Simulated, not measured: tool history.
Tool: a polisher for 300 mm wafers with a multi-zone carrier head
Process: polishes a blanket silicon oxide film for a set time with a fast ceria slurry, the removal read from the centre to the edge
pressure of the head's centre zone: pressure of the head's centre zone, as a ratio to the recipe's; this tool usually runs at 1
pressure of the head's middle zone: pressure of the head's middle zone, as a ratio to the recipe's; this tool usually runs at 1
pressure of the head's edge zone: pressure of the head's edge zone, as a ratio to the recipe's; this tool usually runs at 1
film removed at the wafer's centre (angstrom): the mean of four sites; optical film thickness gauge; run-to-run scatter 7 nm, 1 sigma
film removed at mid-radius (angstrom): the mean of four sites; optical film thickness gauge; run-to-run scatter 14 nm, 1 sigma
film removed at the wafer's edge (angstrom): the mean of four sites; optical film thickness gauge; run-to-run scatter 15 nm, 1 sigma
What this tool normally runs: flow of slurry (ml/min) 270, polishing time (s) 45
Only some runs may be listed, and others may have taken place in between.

| run | hour | flow of slurry (ml/min) | pressure of the head's centre zone | pressure of the head's middle zone | pressure of the head's edge zone | polishing time (s) | wafers since the last listed run | wafers polished on this pad | hours since the slurry nozzle was cleaned | hours since the centre zone pressure was calibrated | hours since the edge zone pressure was calibrated | hours since the carrier head's membrane was replaced | incoming thickness of the incoming film, nm | film removed at the wafer's centre (angstrom) | film removed at mid-radius (angstrom) | film removed at the wafer's edge (angstrom) |
|---|---|---|---|---|---|---|---|---|---|---|---|---|---|---|---|---|
| 1 | 0 | 270 | 1 | 1 | 1 | 35 | 0 | 1142 | 532.4 | 1211.1 | 1314.5 | 853.6 | 2477.6 | 7884 | 7646 | 7672 |
|  | 6.4 | worn pad replaced by a new one |
| 2 | 16.3 | 270 | 1 | 1 | 1 | 35 | 80 | 65 | 548.7 | 1227.4 | 1330.8 | 869.9 | 2509.8 | 7826 | 8004 | 7680 |
| 3 | 23.5 | 270 | 1 | 1 | 1 | 35 | 47 | 112 | 555.9 | 1234.6 | 1338 | 877.1 | 2501 | 7789 | 7845 | 7620 |
| 4 | 37.8 | 270 | 1 | 1.09 | 1 | 45 | 93 | 206 | 570.2 | 1248.9 | 1352.3 | 891.4 | 2546.2 | 10034 | 10783 | 9983 |
| 5 | 44.5 | 270 | 1 | 1.09 | 1 | 45 | 43 | 250 | 576.9 | 1255.6 | 1359 | 898.1 | 2513.2 | 10197 | 10825 | 9630 |
| 6 | 81.1 | 270 | 1 | 1.09 | 1 | 45 | 240 | 490 | 613.5 | 1292.2 | 1395.6 | 934.7 | 2501.6 | 9964 | 10323 | 9963 |
| 7 | 90.5 | 270 | 1 | 1 | 1 | 45 | 61 | 552 | 622.9 | 1301.6 | 1405 | 944.1 | 2543.1 | 10059 | 10055 | 9747 |
| 8 | 108.4 | 270 | 1 | 1 | 1 | 45 | 117 | 669 | 640.8 | 1319.5 | 1422.9 | 962 | 2516.2 | 10038 | 9818 | 9847 |
| 9 | 114.7 | 270 | 1 | 1 | 1 | 45 | 41 | 711 | 647.1 | 1325.8 | 1429.2 | 968.3 | 2554.8 | 10013 | 9875 | 9836 |
|  | 127.4 | carrier head's membrane replaced by a new one |
|  | 130.8 | edge zone pressure recalibrated |
| 10 | 131.3 | 270 | 1 | 1 | 1 | 50 | 63 | 774 | 663.7 | 1342.4 | 0.5 | 3.9 | 2525.7 | 11168 | 11434 | 10792 |
| 11 | 138 | 270 | 1 | 1 | 1 | 35 | 43 | 818 | 670.4 | 1349.1 | 7.2 | 10.6 | 2535 | 7851 | 7651 | 7620 |
|  | 140.5 | centre zone pressure recalibrated |
| 12 | 154.5 | 270 | 1 | 1 | 1 | 45 | 95 | 913 | 686.9 | 14 | 23.7 | 27.1 | 2536 | 10083 | 9953 | 9788 |
|  | 170.1 | slurry nozzle cleaned |
| 13 | 172 | 310 | 1 | 1 | 1 | 45 | 108 | 1021 | 1.9 | 31.5 | 41.2 | 44.6 | 2528 | 10183 | 9991 | 10048 |
|  | 183.3 | worn pad replaced by a new one |
| 14 | 184.6 | 180 | 1.06 | 0.96 | 1 | 34 | 56 | 8 | 14.5 | 44.1 | 53.8 | 57.2 | 2551.5 | 7782 | 7100 | 7378 |
| 15 | 202.3 | 270 | 1 | 1.09 | 1 | 45 | 116 | 124 | 32.2 | 61.8 | 71.5 | 74.9 | 2522.4 | 10170 | 10565 | 9985 |
| 16 | 218.3 | 270 | 0.93 | 1 | 1 | 45 | 105 | 229 | 48.2 | 77.8 | 87.5 | 90.9 | 2501.2 | 9387 | 10057 | 9571 |
| 17 | 230.8 | 270 | 1 | 1 | 1 | 49 | 82 | 311 | 60.7 | 90.3 | 100 | 103.4 | 2543.8 | 11002 | 11043 | 10986 |

Run 18 comes next. What will it give?
| 18 | 245 | 270 | 1.04 | 1 | 1.08 | 45 | 93 | 405 | 74.9 | 104.5 | 114.2 | 117.6 | 2496.8 | ? | ? | ? |

film removed at the wafer's centre (angstrom): 10487
film removed at mid-radius (angstrom): 9814
film removed at the wafer's edge (angstrom): 10068
On a tool with no hidden condition, and with the same random variation, this run would have come out at film removed at the wafer's centre (angstrom) 10487, film removed at mid-radius (angstrom) 9814, film removed at the wafer's edge (angstrom) 10068.

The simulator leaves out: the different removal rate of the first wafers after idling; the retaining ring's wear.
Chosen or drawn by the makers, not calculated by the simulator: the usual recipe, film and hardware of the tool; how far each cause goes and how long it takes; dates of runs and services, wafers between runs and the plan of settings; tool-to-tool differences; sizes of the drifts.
